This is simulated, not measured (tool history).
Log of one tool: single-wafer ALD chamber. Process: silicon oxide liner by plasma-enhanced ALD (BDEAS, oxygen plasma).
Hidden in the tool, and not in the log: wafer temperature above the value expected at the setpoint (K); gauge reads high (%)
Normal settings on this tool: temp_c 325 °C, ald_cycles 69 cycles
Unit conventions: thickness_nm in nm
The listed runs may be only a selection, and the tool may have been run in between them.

| run | hour | temp_c | ald_cycles | wafers since the last listed run | hours since the last thermocouple change | hours since the gauge calibration | read-back reference wafer on the same gauge, thickness_nm | thickness_nm |
|---|---|---|---|---|---|---|---|---|
| 1 | 0 | 325 | 69 | 0 | 988.9 | 656.5 | 6.521 | 5.696 |
|  | 52.3 | gauge calibrated |
| 2 | 78.1 | 325 | 69 | 549 | 1067 | 25.8 | 6.523 | 5.711 |
| 3 | 138.6 | 325 | 69 | 425 | 1127.5 | 86.3 | 6.52 | 5.708 |
| 4 | 187.9 | 325 | 69 | 346 | 1176.8 | 135.6 | 6.519 | 5.727 |
| 5 | 231.9 | 325 | 69 | 309 | 1220.8 | 179.6 | 6.521 | 5.717 |
| 6 | 286.1 | 325 | 69 | 381 | 1275 | 233.8 | 6.522 | 5.711 |
| 7 | 334.2 | 325 | 69 | 338 | 1323.1 | 281.9 | 6.52 | 5.739 |
|  | 415.9 | thermocouple changed; heater temperature recalibrated |
| 8 | 603.1 | 339 | 61 | 1835 | 187.2 | 550.8 | 6.521 | 4.915 |
|  | 671.7 | gauge calibrated |
| 9 | 674.9 | 333 | 56 | 505 | 259 | 3.2 | 6.518 | 4.533 |
| 10 | 782.1 | 330 | 73 | 754 | 366.2 | 110.4 | 6.516 | 5.933 |
| 11 | 828.3 | 325 | 76 | 325 | 412.4 | 156.6 | 6.52 | 6.243 |
| 12 | 919.4 | 325 | 69 | 640 | 503.5 | 247.7 | 6.519 | 5.686 |
| 13 | 993.1 | 315 | 64 | 518 | 577.2 | 321.4 | 6.522 | 5.39 |
| 14 | 1048.8 | 312 | 61 | 391 | 632.9 | 377.1 | 6.518 | 5.142 |

Forecast each of these 3 alternatives for the next run:
| A | 1049.3 | 325 | 75 | 3 | 633.4 | 377.6 | ? | ? |
| B | 1049.3 | 332 | 79 | 3 | 633.4 | 377.6 | ? | ? |
| C | 1049.3 | 333 | 79 | 3 | 633.4 | 377.6 | ? | ? |

| run | read-back reference wafer on the same gauge, thickness_nm | thickness_nm |
|---|---|---|
| A | 6.519 | 6.173 |
| B | 6.519 | 6.428 |
| C | 6.519 | 6.417 |
The same runs, with their run-to-run variation unchanged, on a tool lacking any hidden condition would have given:
| run | thickness_nm |
|---|---|
| A | 6.153 |
| B | 6.407 |
| C | 6.396 |
